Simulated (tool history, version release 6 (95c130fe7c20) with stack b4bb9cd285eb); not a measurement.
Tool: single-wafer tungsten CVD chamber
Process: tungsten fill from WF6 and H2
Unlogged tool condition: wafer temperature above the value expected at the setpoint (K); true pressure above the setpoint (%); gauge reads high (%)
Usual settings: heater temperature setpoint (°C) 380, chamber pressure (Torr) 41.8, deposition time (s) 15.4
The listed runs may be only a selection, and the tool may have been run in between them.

run    hour  heater temperature setpoint (°C)  chamber pressure (Torr)  deposition time (s)  wafers since the last listed run  hours since the last thermocouple change  hours since the last manometer calibration  hours since the showerhead was replaced  hours since the gauge calibration  read-back reference wafer on the same gauge, thickness_nm  mean film thickness on the monitor wafer (angstrom)
  1       0                               380                     41.8                 15.4                                 0                                     563.1                                      1677.7                                   2555.1                             1298.3                                                     35.194                                               323.22
  2    38.5                               380                     41.8                 15.4                              1188                                     601.6                                      1716.2                                   2593.6                             1336.8                                                     35.162                                               324.92
  3   123.8                               380                     41.8                 15.4                              2633                                     686.9                                      1801.5                                   2678.9                             1422.1                                                     35.252                                               328.34
      156.4  -- gauge calibrated
      162.7  -- capacitance manometer re-zeroed and calibrated
  4   191.3                               380                     41.8                 15.4                              1836                                     754.4                                        28.6                                   2746.4                               34.9                                                     35.258                                               324.02
  5   266.1                               380                     41.8                 15.4                              2309                                     829.2                                       103.4                                   2821.2                              109.7                                                       35.2                                               325.29
  6   332.2                               380                     41.8                 15.4                              2040                                     895.3                                       169.5                                   2887.3                              175.8                                                      35.16                                               324.96
  7   392.9                               389                     41.8                   13                              1873                                       956                                       230.2                                     2948                              236.5                                                     35.216                                               331.44
  8   430.3                               380                     39.2                 14.1                              1154                                     993.4                                       267.6                                   2985.4                              273.9                                                     35.196                                               290.44
  9   518.9                               380                     45.2                 15.4                              2735                                      1082                                       356.2                                     3074                              362.5                                                       35.2                                               344.69
 10     619                               380                     45.2                 15.4                              3090                                    1182.1                                       456.3                                   3174.1                              462.6                                                     35.169                                               342.76
 11   689.1                               380                     45.2                 15.4                              2163                                    1252.2                                       526.4                                   3244.2                              532.7                                                     35.147                                               345.82
 12   763.8                               380                     49.9                 15.4                              2306                                    1326.9                                       601.1                                   3318.9                              607.4                                                     35.117                                               362.52
      905.3  -- thermocouple changed; heater temperature recalibrated
 13   931.1                               380                     49.9                 15.4                              4917                                      25.8                                       768.4                                   3486.2                              774.7                                                     35.183                                               347.25
 14  1033.1                               380                     41.8                 15.4                              3148                                     127.8                                       870.4                                   3588.2                              876.7                                                     35.204                                               318.58
 15  1124.3                               380                     41.8                 15.4                              2815                                       219                                       961.6                                   3679.4                              967.9                                                     35.184                                               319.64
 16  1195.6                               380                     36.3                 16.2                              2201                                     290.3                                      1032.9                                   3750.7                             1039.2                                                     35.182                                               314.97
 17  1286.2                               380                     45.8                 15.4                              2796                                     380.9                                      1123.5                                   3841.3                             1129.8                                                     35.205                                               335.82
 18    1386                               369                       48                 15.4                              3080                                     480.7                                      1223.3                                   3941.1                             1229.6                                                     35.132                                               279.22
 19  1427.8                               380                     41.8                 15.4                              1290                                     522.5                                      1265.1                                   3982.9                             1271.4                                                     35.174                                               322.32
 20    1479                               380                     41.8                 15.4                              1580                                     573.7                                      1316.3                                   4034.1                             1322.6                                                     35.216                                               324.85
 21  1517.3                               380                     41.8                 15.4                              1182                                       612                                      1354.6                                   4072.4                             1360.9                                                     35.256                                               321.89
 22  1593.5                               380                     41.8                 15.4                              2352                                     688.2                                      1430.8                                   4148.6                             1437.1                                                     35.155                                               323.77
     1652.6  -- showerhead replaced, of another model than before
 23  1672.1                               368                     41.8                 15.4                              2179                                     766.8                                      1509.4                                     19.5                             1515.7                                                     35.154                                                255.2
 24    1740                               380                     49.2                 15.4                              2096                                     834.7                                      1577.3                                     87.4                             1583.6                                                     35.245                                               340.23
     1760.3  -- gauge calibrated
 25  1818.7                               394                     36.4                 15.4                              2429                                     913.4                                        1656                                    166.1                               58.4                                                     35.222                                               413.77
 26  1925.4                               372                     41.8                 15.4                              3293                                    1020.1                                      1762.7                                    272.8                              165.1                                                     35.152                                               276.53
 27  2013.9                               392                     32.5                 17.4                              2732                                    1108.6                                      1851.2                                    361.3                              253.6                                                     35.207                                                437.8
     2036.7  -- capacitance manometer re-zeroed and calibrated
 28  2058.9                               380                     41.8                 14.3                              1142                                    1153.6                                        22.2                                    406.3                              298.6                                                     35.164                                               304.02
 29  2147.6                               387                     51.9                 17.7                              2738                                    1242.3                                       110.9                                      495                              387.3                                                     35.246                                               462.54
     2179.1  -- thermocouple changed; heater temperature recalibrated
 30  2211.5                               380                     41.8                 15.4                              1725                                      32.4                                       174.8                                    558.9                              451.2                                                     35.185                                               320.46
 31  2319.3                               374                     38.9                   18                              3327                                     140.2                                       282.6                                    666.7                                559                                                     35.251                                               327.66
 32  2510.3                               380                     41.8                 14.4                              5896                                     331.2                                       473.6                                    857.7                                750                                                     35.248                                               301.43
 33  2550.2                               373                     38.1                 13.6                              1231                                     371.1                                       513.5                                    897.6                              789.9                                                     35.172                                               240.58
 34  2623.2                               373                     44.6                 13.6                              2253                                     444.1                                       586.5                                    970.6                              862.9                                                      35.18                                               251.62

Here are 3 independent what-if runs from the current tool condition. What would each one return?
  A  2623.6                               380                     41.8                 15.4                                12                                     444.5                                       586.9                                      971                              863.3                                                          ?                                                    ?
  B  2623.6                               380                     41.8                 12.5                                12                                     444.5                                       586.9                                      971                              863.3                                                          ?                                                    ?
  C  2623.6                               385                     41.8                 15.4                                12                                     444.5                                       586.9                                      971                              863.3                                                          ?                                                    ?

run  read-back reference wafer on the same gauge, thickness_nm  mean film thickness on the monitor wafer (angstrom)
  A                                                     35.151                                               327.78
  B                                                     35.151                                               265.82
  C                                                     35.151                                               361.75
With no hidden state in the tool, these same runs would have given:
run  mean film thickness on the monitor wafer (angstrom)
  A                                               322.61
  B                                               261.62
  C                                               356.13
